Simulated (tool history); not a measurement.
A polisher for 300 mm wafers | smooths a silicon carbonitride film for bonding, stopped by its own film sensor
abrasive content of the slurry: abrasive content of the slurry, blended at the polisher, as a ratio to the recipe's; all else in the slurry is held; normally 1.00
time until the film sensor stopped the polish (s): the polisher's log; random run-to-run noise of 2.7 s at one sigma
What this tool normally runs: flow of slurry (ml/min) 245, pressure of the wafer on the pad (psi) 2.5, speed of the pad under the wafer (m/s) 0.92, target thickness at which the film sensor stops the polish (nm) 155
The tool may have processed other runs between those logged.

| run | hour | flow of slurry (ml/min) | pressure of the wafer on the pad (psi) | speed of the pad under the wafer (m/s) | abrasive content of the slurry | target thickness at which the film sensor stops the polish (nm) | wafers since the last listed run | wafers polished on this pad | hours since the slurry nozzle was cleaned | hours since the head pressure was calibrated | hours since the slurry blender was calibrated | incoming thickness of the incoming film, nm | time until the film sensor stopped the polish (s) |
|---|---|---|---|---|---|---|---|---|---|---|---|---|---|
| 1 | 0.0 | 245 | 2.8 | 0.92 | 1.00 | 155 | 0 | 1722 | 177.1 | 721.6 | 82.5 | 197.5 | 121.9 |
| 2 | 48.3 | 245 | 2.8 | 0.92 | 1.00 | 155 | 423 | 2145 | 225.4 | 769.9 | 130.8 | 198.5 | 121.2 |
| 3 | 115.0 | 245 | 2.8 | 0.92 | 1.00 | 155 | 585 | 2730 | 292.1 | 836.6 | 197.5 | 200.5 | 137.3 |
|  | 126.5 | worn pad replaced by a new one |
|  | 138.7 | slurry nozzle cleaned |
|  | 172.5 | head pressure recalibrated |
| 4 | 186.8 | 245 | 2.5 | 0.92 | 1.00 | 155 | 568 | 502 | 48.1 | 14.3 | 269.3 | 196.7 | 136.7 |
|  | 245.3 | slurry blender recalibrated |
| 5 | 250.8 | 245 | 2.5 | 0.92 | 1.00 | 155 | 543 | 1046 | 112.1 | 78.3 | 5.5 | 201.9 | 139.2 |
| 6 | 318.8 | 245 | 2.5 | 0.92 | 1.00 | 148 | 596 | 1642 | 180.1 | 146.3 | 73.5 | 202.0 | 168.1 |
| 7 | 380.9 | 245 | 2.5 | 0.92 | 1.00 | 148 | 544 | 2187 | 242.2 | 208.4 | 135.6 | 196.9 | 162.9 |
| 8 | 408.8 | 245 | 2.5 | 0.92 | 0.85 | 155 | 244 | 2432 | 270.1 | 236.3 | 163.5 | 197.1 | 151.8 |
|  | 450.0 | slurry nozzle cleaned |
| 9 | 465.7 | 245 | 2.5 | 0.92 | 0.85 | 155 | 490 | 2922 | 15.7 | 293.2 | 220.4 | 200.1 | 156.6 |
|  | 474.2 | worn pad replaced by a new one |
| 10 | 521.2 | 245 | 2.5 | 0.92 | 1.00 | 155 | 451 | 412 | 71.2 | 348.7 | 275.9 | 199.0 | 140.2 |
|  | 536.5 | slurry blender recalibrated |
| 11 | 589.7 | 245 | 2.5 | 0.92 | 1.00 | 155 | 583 | 995 | 139.7 | 417.2 | 53.2 | 202.7 | 153.6 |
| 12 | 659.9 | 245 | 2.5 | 0.92 | 1.00 | 155 | 615 | 1611 | 209.9 | 487.4 | 123.4 | 197.3 | 136.2 |
|  | 795.7 | slurry nozzle cleaned |
|  | 812.4 | worn pad replaced by a new one |
| 13 | 817.7 | 245 | 2.7 | 0.98 | 1.00 | 155 | 1340 | 46 | 22.0 | 645.2 | 281.2 | 200.4 | 139.3 |
| 14 | 872.4 | 170 | 2.5 | 0.92 | 1.00 | 166 | 479 | 526 | 76.7 | 699.9 | 335.9 | 203.9 | 144.3 |
|  | 917.0 | slurry blender recalibrated |
| 15 | 936.0 | 305 | 2.2 | 0.76 | 0.85 | 155 | 540 | 1067 | 140.3 | 763.5 | 19.0 | 195.9 | 169.1 |
|  | 1000.8 | head pressure recalibrated |
| 16 | 1004.5 | 245 | 2.1 | 0.92 | 1.00 | 170 | 583 | 1650 | 208.8 | 3.7 | 87.5 | 199.0 | 104.1 |
| 17 | 1034.3 | 280 | 2.5 | 0.80 | 1.00 | 168 | 261 | 1911 | 238.6 | 33.5 | 117.3 | 196.9 | 100.2 |
| 18 | 1092.5 | 245 | 1.7 | 0.92 | 1.00 | 155 | 510 | 2422 | 296.8 | 91.7 | 175.5 | 199.9 | 195.2 |
|  | 1123.8 | slurry nozzle cleaned |
|  | 1130.4 | worn pad replaced by a new one |
| 19 | 1130.9 | 245 | 2.2 | 0.92 | 1.00 | 155 | 292 | 4 | 7.1 | 130.1 | 213.9 | 201.2 | 156.6 |
| 20 | 1181.0 | 245 | 2.5 | 0.92 | 1.00 | 155 | 439 | 443 | 57.2 | 180.2 | 264.0 | 197.5 | 136.5 |
|  | 1208.4 | slurry blender recalibrated |
| 21 | 1208.9 | 160 | 1.8 | 0.92 | 1.00 | 155 | 227 | 671 | 85.1 | 208.1 | 0.5 | 198.3 | 182.9 |
| 22 | 1240.2 | 245 | 2.5 | 0.92 | 1.00 | 155 | 274 | 945 | 116.4 | 239.4 | 31.8 | 202.1 | 147.4 |
| 23 | 1278.4 | 295 | 2.5 | 1.00 | 1.00 | 169 | 335 | 1280 | 154.6 | 277.6 | 70.0 | 201.1 | 91.5 |
| 24 | 1330.5 | 245 | 2.5 | 0.92 | 1.00 | 155 | 457 | 1737 | 206.7 | 329.7 | 122.1 | 201.7 | 155.9 |
| 25 | 1392.7 | 290 | 2.7 | 1.22 | 1.25 | 155 | 545 | 2283 | 268.9 | 391.9 | 184.3 | 201.1 | 102.7 |

Predict the results of run 26:
| 26 | 1451.9 | 245 | 2.5 | 0.92 | 1.00 | 155 | 519 | 2802 | 328.1 | 451.1 | 243.5 | 201.6 | ? |

{"run 26": {"time until the film sensor stopped the polish (s)": 164.4}}
Were there no unlogged condition in the tool, this run, its random variation unchanged, would have produced time until the film sensor stopped the polish (s) 137.8.

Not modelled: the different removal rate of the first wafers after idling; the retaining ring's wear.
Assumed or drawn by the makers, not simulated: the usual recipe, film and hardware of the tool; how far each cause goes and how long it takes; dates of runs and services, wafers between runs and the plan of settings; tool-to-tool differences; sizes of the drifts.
